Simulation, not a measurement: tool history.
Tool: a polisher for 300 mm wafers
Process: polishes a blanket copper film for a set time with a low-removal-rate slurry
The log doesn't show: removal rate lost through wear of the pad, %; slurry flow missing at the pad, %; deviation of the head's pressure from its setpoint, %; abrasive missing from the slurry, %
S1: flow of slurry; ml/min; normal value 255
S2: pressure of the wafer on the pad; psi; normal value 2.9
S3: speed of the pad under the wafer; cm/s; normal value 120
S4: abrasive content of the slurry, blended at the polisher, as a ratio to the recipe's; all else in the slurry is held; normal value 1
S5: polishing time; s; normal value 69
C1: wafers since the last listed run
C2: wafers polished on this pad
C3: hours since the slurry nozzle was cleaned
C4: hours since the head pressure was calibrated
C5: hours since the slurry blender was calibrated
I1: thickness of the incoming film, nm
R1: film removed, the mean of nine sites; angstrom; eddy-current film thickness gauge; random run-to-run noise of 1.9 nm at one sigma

run,hour,S1,S2,S3,S4,S5,C1,C2,C3,C4,C5,I1,R1
1,0,255,2.9,120,1,69,0,359,686.7,1207.9,58.4,884.3,2490
# hour 12.4: worn pad replaced by a new one
2,16,255,2.9,120,1,69,138,41,702.7,1223.9,74.4,870.5,2574
3,29,255,2.9,120,1,69,149,190,715.7,1236.9,87.4,867.9,2553
4,38.6,255,2.9,120,1,69,110,301,725.3,1246.5,97,880.5,2503
# hour 53.5: worn pad replaced by a new one
5,54,255,2.9,120,1,69,131,5,740.7,1261.9,112.4,891.1,2628
6,65.6,255,2.9,120,1,69,133,139,752.3,1273.5,124,881.4,2608
7,72.7,275,2.9,120,1,69,81,221,759.4,1280.6,131.1,877.7,2598
8,83,310,3.5,84,0.9,69,118,340,769.7,1290.9,141.4,875.1,2079
# hour 97.7: head pressure recalibrated
# hour 100.2: slurry nozzle cleaned
9,100.9,210,2.9,102,0.9,54,171,511,0.7,3.2,159.3,868.5,1504
# hour 104.1: slurry blender recalibrated
# hour 105.6: worn pad replaced by a new one
10,113.4,255,2.9,120,1,69,104,90,13.2,15.7,9.3,870.4,2615
11,129.7,255,2.9,120,1,69,187,278,29.5,32,25.6,881.7,2577
# hour 147.6: worn pad replaced by a new one
12,148.1,255,2.9,152,1,69,166,5,47.9,50.4,44,879.6,3277
13,155,220,2.9,120,1,69,79,84,54.8,57.3,50.9,863.4,2582
14,168.6,255,2.9,102,1,83,156,241,68.4,70.9,64.5,884,2622

Here are 4 independent what-if runs from the current tool condition. What would each one return?
A,169,255,2.9,120,1,47,4,246,68.8,71.3,64.9,878.7,?
B,169,215,2.6,120,0.75,78,4,246,68.8,71.3,64.9,878.7,?
C,169,255,3.2,134,1.3,69,4,246,68.8,71.3,64.9,878.7,?
D,169,225,2.9,120,1,69,4,246,68.8,71.3,64.9,878.7,?

run,R1
A,1760
B,2307
C,3481
D,2561
With the hidden condition removed and each run's random variation left untouched, the same runs would have given:
run,R1
A,1807
B,2369
C,3575
D,2630
